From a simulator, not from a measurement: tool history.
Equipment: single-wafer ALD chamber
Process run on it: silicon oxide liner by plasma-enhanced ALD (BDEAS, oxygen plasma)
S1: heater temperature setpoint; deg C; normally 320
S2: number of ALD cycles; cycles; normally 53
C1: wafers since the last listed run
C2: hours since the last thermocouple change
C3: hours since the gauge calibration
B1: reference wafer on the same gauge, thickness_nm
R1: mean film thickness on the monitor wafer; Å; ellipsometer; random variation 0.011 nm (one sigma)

run,hour,S1,S2,C1,C2,C3,B1,R1
1,0,323,53,0,497.9,1364.6,4.2,42.75
2,39.5,323,53,181,537.4,1404.1,4.2,42.75
3,124.3,320,53,389,622.2,1488.9,4.2,42.69
4,193.1,320,53,315,691,1557.7,4.201,42.95
5,237.1,320,53,201,735,1601.7,4.201,42.79
# hour 289.1: thermocouple changed; heater temperature recalibrated
6,319.3,320,53,340,30.2,1683.9,4.2,43.12
7,407.4,320,53,404,118.3,1772,4.2,43.06
8,511.4,320,53,477,222.3,1876,4.201,42.99
9,571.1,320,53,274,282,1935.7,4.199,42.95
10,622.8,320,53,237,333.7,1987.4,4.202,43.19
11,690.8,320,53,312,401.7,2055.4,4.2,43.13
12,729.1,320,53,175,440,2093.7,4.198,42.97
13,767.1,315,47,174,478,2131.7,4.201,38.35
14,842.9,320,53,347,553.8,2207.5,4.2,42.99
15,921.3,320,53,359,632.2,2285.9,4.201,42.76
16,978.7,320,53,263,689.6,2343.3,4.2,42.78
17,1031.9,320,53,244,742.8,2396.5,4.2,43.02
18,1085.8,320,53,247,796.7,2450.4,4.199,42.79
19,1162.5,316,45,352,873.4,2527.1,4.201,36.58
# hour 1198.3: thermocouple changed; heater temperature recalibrated
20,1218.7,311,60,221,20.4,2583.3,4.2,49.42
21,1256.3,313,61,172,58,2620.9,4.2,50.29
22,1340.9,311,61,388,142.6,2705.5,4.199,50.25
23,1444.9,311,50,477,246.6,2809.5,4.198,41.26
24,1544.2,323,53,455,345.9,2908.8,4.2,42.87
# hour 1563.4: gauge calibrated
25,1613.7,320,53,318,415.4,50.3,4.201,43.16
26,1712.5,320,53,453,514.2,149.1,4.201,42.75
27,1791.2,320,60,361,592.9,227.8,4.2,48.43
28,2113.7,335,44,1480,915.4,550.3,4.2,34.51
29,2187.5,315,62,338,989.2,624.1,4.199,50.39
# hour 2197.1: thermocouple changed; heater temperature recalibrated
30,2233.8,320,53,175,36.7,670.4,4.2,43.1
31,2312.7,332,53,362,115.6,749.3,4.2,42.13
32,2390.1,315,50,355,193,826.7,4.2,41
33,2468.2,320,53,358,271.1,904.8,4.199,43.03
34,2524.8,311,45,259,327.7,961.4,4.202,36.91
35,2606.3,320,44,374,409.2,1042.9,4.201,35.56
36,2655.5,327,47,225,458.4,1092.1,4.201,37.68

A few steps of R1 between consecutive runs. Split each: what settings, incoming material and random variation would produce without the hidden state, and what is left over for the hidden state, along with gauge scatter present in only one of the two compared results (measured, and without hidden state):
What the log doesn't record here: wafer temperature above the value expected at the setpoint (K); gauge reads high (%).
Run 5 -> 6: thermocouple changed; heater temperature recalibrated. R1 +0.33 Å: hidden state +0.29, all else +0.04.
Run 19 -> 20: S1 316 -> 311, S2 45 -> 60, thermocouple changed; heater temperature recalibrated. R1 +12.84 Å: hidden state +0.3, all else +12.54.
Run 27 -> 28: S1 320 -> 335, S2 60 -> 44. R1 -13.92 Å: hidden state -0.02, all else -13.9.
Run 28 -> 29: S1 335 -> 315, S2 44 -> 62. R1 +15.88 Å: hidden state -0.21, all else +16.09.
Run 29 -> 30: S1 315 -> 320, S2 62 -> 53, thermocouple changed; heater temperature recalibrated. R1 -7.29 Å: hidden state +0.57, all else -7.86.
